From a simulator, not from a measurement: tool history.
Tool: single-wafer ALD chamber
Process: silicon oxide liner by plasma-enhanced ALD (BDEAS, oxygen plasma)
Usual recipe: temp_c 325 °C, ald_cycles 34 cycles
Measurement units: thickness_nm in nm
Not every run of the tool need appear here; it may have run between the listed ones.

run   hour  temp_c  ald_cycles  wafers since the last listed run  hours since the last thermocouple change  hours since the gauge calibration  read-back reference wafer on the same gauge, thickness_nm  thickness_nm
  1      0     325          34                                 0                                    2094.2                              296.3                                                      2.618         2.892
  2   25.6     325          34                               241                                    2119.8                              321.9                                                      2.621         2.912
  3   48.7     325          34                               217                                    2142.9                                345                                                       2.62         2.894
  4   82.9     325          34                               322                                    2177.1                              379.2                                                       2.62         2.914
  5  109.8     325          34                               253                                      2204                              406.1                                                      2.616         2.905
  6  137.1     325          34                               257                                    2231.3                              433.4                                                      2.619           2.9
  7    165     325          34                               263                                    2259.2                              461.3                                                      2.621         2.906
     206.2  -- thermocouple changed; heater temperature recalibrated
  8  206.7     325          34                               317                                       0.5                                503                                                      2.624         2.899
  9  233.4     325          34                               251                                      27.2                              529.7                                                      2.621         2.907
 10  248.6     325          34                               143                                      42.4                              544.9                                                      2.621         2.902
 11  263.3     337          34                               138                                      57.1                              559.6                                                      2.622         2.843
 12  287.8     325          34                               231                                      81.6                              584.1                                                      2.622         2.909
     299.8  -- gauge calibrated
 13  314.1     325          34                               248                                     107.9                               14.3                                                      2.617         2.897
 14  358.1     330          39                               415                                     151.9                               58.3                                                      2.621         3.301
 15  393.3     339          37                               332                                     187.1                               93.5                                                      2.621         3.086
 16  410.4     325          37                               161                                     204.2                              110.6                                                      2.621         3.151
 17    435     310          31                               232                                     228.8                              135.2                                                      2.617         2.719
 18  464.7     318          39                               280                                     258.5                              164.9                                                       2.62         3.375
 19  535.1     310          30                               664                                     328.9                              235.3                                                      2.621         2.622
 20  548.7     332          34                               128                                     342.5                              248.9                                                      2.621         2.868
 21  565.5     329          36                               158                                     359.3                              265.7                                                      2.621         3.067
 22  588.7     325          34                               218                                     382.5                              288.9                                                       2.62         2.892
 23  623.6     318          34                               329                                     417.4                              323.8                                                      2.618         2.918

Entry by entry between the runs, the difference in hidden state between the last listed run before and the first listed run after:
Run 7 -> run 8: thermocouple changed; heater temperature recalibrated (hour 206.2)
  no hidden state differs between the two runs
Run 12 -> run 13: gauge calibrated (hour 299.8)
  no hidden state differs between the two runs
